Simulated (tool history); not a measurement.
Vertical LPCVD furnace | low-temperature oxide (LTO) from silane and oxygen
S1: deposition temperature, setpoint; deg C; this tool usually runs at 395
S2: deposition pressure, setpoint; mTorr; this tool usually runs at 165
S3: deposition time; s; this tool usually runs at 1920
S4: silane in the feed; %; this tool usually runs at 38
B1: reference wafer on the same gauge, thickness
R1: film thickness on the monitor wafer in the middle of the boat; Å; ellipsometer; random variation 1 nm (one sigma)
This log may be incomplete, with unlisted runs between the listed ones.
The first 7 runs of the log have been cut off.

Run 8, hour 220.2: usual settings but S2 140 mTorr; B1 193.89. Result: R1 1622.5 Å.
Run 9, hour 251.2: usual settings but S2 140 mTorr; B1 193.82. Result: R1 1616.7 Å.
Run 10, hour 265.3: usual settings; B1 193.91. Result: R1 1925.4 Å.
Run 11, hour 280: usual settings but S4 44 %; B1 193.87. Result: R1 2277.1 Å.
Run 12, hour 308.3: usual settings but S2 195 mTorr, S3 1350 s; B1 193.88. Result: R1 1595.4 Å.
Run 13, hour 339.4: usual settings but S2 125 mTorr, S3 2490 s, S4 36 %; B1 194.06. Result: R1 1751.4 Å.
At hour 384.6: silane flow controller replaced.
Run 14, hour 385.1: usual settings but S1 384 deg C, S4 42 %; B1 194.3. Result: R1 1881.8 Å.
Run 15, hour 399.4: usual settings; B1 194.06. Result: R1 1902.8 Å.
At hour 409.7: gauge calibrated.
At hour 433: thermocouples replaced and temperature profile calibrated.
At hour 445.9: pressure gauge zeroed.
Run 16, hour 446.4: usual settings; B1 193.88. Result: R1 1887.7 Å.
Run 17, hour 450.2: usual settings but S2 130 mTorr; B1 194.13. Result: R1 1488.9 Å.
Run 18, hour 470.1: usual settings but S1 391 deg C, S2 185 mTorr, S3 2250 s, S4 35 %; B1 193.99. Result: R1 2148.4 Å.
Run 19, hour 485: usual settings; B1 194.04. Result: R1 1902.5 Å.
Run 20, hour 498.1: usual settings but S2 130 mTorr, S3 1320 s; B1 194.09. Result: R1 1032.5 Å.
Run 21, hour 516.5: usual settings but S2 195 mTorr, S4 40 %; B1 194.09. Result: R1 2410 Å.
Run 22, hour 529.5: usual settings but S1 387 deg C, S4 36 %; B1 193.7. Result: R1 1610.3 Å.
Run 23, hour 550.2: usual settings; B1 194.05. Result: R1 1903.7 Å.
Run 24, hour 578.2: usual settings; B1 194.11. Result: R1 1903 Å.
Run 25, hour 611.2: usual settings but S3 1470 s; B1 193.86. Result: R1 1458.5 Å.
Run 26, hour 626.1: usual settings; B1 194.25. Result: R1 1900.6 Å.
Run 27, hour 651.1: usual settings but S2 180 mTorr, S4 33 %; B1 193.75. Result: R1 1720.7 Å.
Run 28, hour 673.9: usual settings but S2 195 mTorr; B1 193.77. Result: R1 2230.2 Å.
Run 29, hour 702.6: usual settings; B1 193.67. Result: R1 1901.4 Å.
Run 30, hour 722.2: usual settings but S2 190 mTorr; B1 194.07. Result: R1 2206.1 Å.
Run 31, hour 755.4: usual settings but S4 32 %; B1 194.15. Result: R1 1505.2 Å.
Run 32, hour 782.1: usual settings but S3 2550 s; B1 194.11. Result: R1 2518.4 Å.

Below are 3 alternative next runs, each starting from the tool's condition after run 32. Predict each:
Run A, hour 786: usual settings but S3 1710 s; B1 ?. Result: R1 ?.
Run B, hour 786: usual settings but S1 391 deg C, S2 145 mTorr, S3 1620 s, S4 32 %; B1 ?. Result: R1 ?.
Run C, hour 786: usual settings but S2 180 mTorr, S3 1380 s; B1 ?. Result: R1 ?.

run      B1      R1
  A  194.18  1711.7
  B  194.18  1076.5
  C  194.18    1507
With no hidden state in the tool, these same runs would have given:
run      R1
  A  1711.7
  B  1076.5
  C    1507
